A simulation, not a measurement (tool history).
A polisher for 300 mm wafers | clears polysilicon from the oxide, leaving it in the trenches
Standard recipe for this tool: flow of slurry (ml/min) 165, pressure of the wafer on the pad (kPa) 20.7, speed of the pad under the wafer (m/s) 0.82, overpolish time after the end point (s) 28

run,day,flow of slurry (ml/min),pressure of the wafer on the pad (kPa),speed of the pad under the wafer (m/s),overpolish time after the end point (s),wafers since the last listed run,wafers polished on this pad,hours since the slurry nozzle was cleaned,hours since the head pressure was calibrated,"incoming thickness of the incoming film, nm",time until the end point was called (s)
1,0,165,20.7,0.92,28,0,2080,240.9,948,648.7,49.1
2,1.046,165,20.7,0.82,28,187,2267,266,973.1,637.7,55.8
3,3.979,165,20.7,0.82,28,525,2793,336.4,1043.5,646.7,55.8
4,5.212,165,20.7,0.82,28,221,3014,366,1073.1,638.5,55.1
# day 6.7: worn pad replaced by a new one
5,7.05,165,20.7,0.82,28,299,62,410.1,1117.2,656.3,57.3
# day 7.825: head pressure recalibrated
6,9.496,165,20.7,0.82,28,423,485,468.8,40.1,639.5,57.1
7,10.779,165,20.7,0.82,28,230,715,499.6,70.9,655,56.2
8,12.304,165,20.7,0.82,28,273,989,536.2,107.5,652.3,56.5
9,13.862,165,20.7,0.82,28,279,1268,573.6,144.9,653.8,57.7
10,15.546,165,20.7,0.82,28,301,1570,614,185.3,642,55.6
11,17.621,165,20.7,0.82,28,371,1942,663.8,235.1,664.5,59.2
12,19.542,165,20.7,0.82,28,344,2286,709.9,281.2,649,56.9
13,21.571,165,25.5,0.82,22,363,2650,758.6,329.9,646.8,46.9
# day 22.758: slurry nozzle cleaned
14,22.979,165,20.7,0.82,28,244,2895,5.3,363.7,648.6,54
# day 25.104: worn pad replaced by a new one
15,25.375,165,26.9,0.82,35,399,48,62.8,421.2,643.8,41.2
16,27.688,225,20.7,0.62,28,414,462,118.3,476.7,640.6,70
17,29.979,130,20.7,0.82,28,410,873,173.3,531.7,652,56.8
18,31.5,165,20.7,0.82,28,272,1146,209.8,568.2,655.6,55.6
19,33.917,180,24.1,1.04,12,433,1579,267.8,626.2,649.3,37.1
20,35.921,165,20.7,0.82,28,359,1938,315.9,674.3,652.1,55.6
21,38.108,165,17.2,0.82,14,392,2330,368.4,726.8,640.3,67.1
22,40.583,190,20.7,0.82,28,443,2774,427.8,786.2,637.5,54.7
23,42.383,205,26.2,0.82,44,322,3096,471,829.4,658.7,43.9
# day 44.254: worn pad replaced by a new one
24,44.958,165,20.7,0.82,28,431,125,532.8,891.2,643.9,55.9
25,46.058,165,20.7,0.82,28,197,323,559.2,917.6,642.4,56
26,53.079,105,16.5,0.62,28,1258,1581,727.7,1086.1,644.3,97.5
# day 53.604: slurry nozzle cleaned
27,54.933,165,20.7,0.82,28,324,1906,31.9,1130.6,652.9,54.1
28,56.808,185,20.7,0.72,15,336,2242,76.9,1175.6,651.9,60.4
29,57.971,165,20.7,0.58,13,208,2450,104.8,1203.5,650.7,77.3
# day 59.279: head pressure recalibrated
30,59.475,185,20.7,0.72,15,254,2705,140.9,4.7,641.3,61.4
31,61.738,165,20.7,0.82,28,405,3110,195.2,59,653.4,55.4
# day 62.821: worn pad replaced by a new one
32,62.838,165,20.7,0.94,23,167,3,221.6,85.4,656.5,49.3
33,65.596,165,20.7,0.82,28,494,497,287.8,151.6,658.5,57.7
34,70.896,165,20.7,0.9,44,949,1447,415,278.8,642,50.7
35,73.058,165,20.7,0.9,28,387,1835,466.9,330.7,650.9,51

3 ways to go on from here, each from the tool as it stands after run 35. What would each give?
A,73.075,165,20.7,0.82,28,2,1838,467.3,331.1,654.9,?
B,73.075,165,20.7,0.82,18,2,1838,467.3,331.1,654.9,?
C,73.075,165,15.2,0.68,28,2,1838,467.3,331.1,654.9,?

run,time until the end point was called (s)
A,56.2
B,56.2
C,92.4
Stripped of hidden state, with their random variation kept, the same runs would have yielded:
run,time until the end point was called (s)
A,54.1
B,54.1
C,88.9

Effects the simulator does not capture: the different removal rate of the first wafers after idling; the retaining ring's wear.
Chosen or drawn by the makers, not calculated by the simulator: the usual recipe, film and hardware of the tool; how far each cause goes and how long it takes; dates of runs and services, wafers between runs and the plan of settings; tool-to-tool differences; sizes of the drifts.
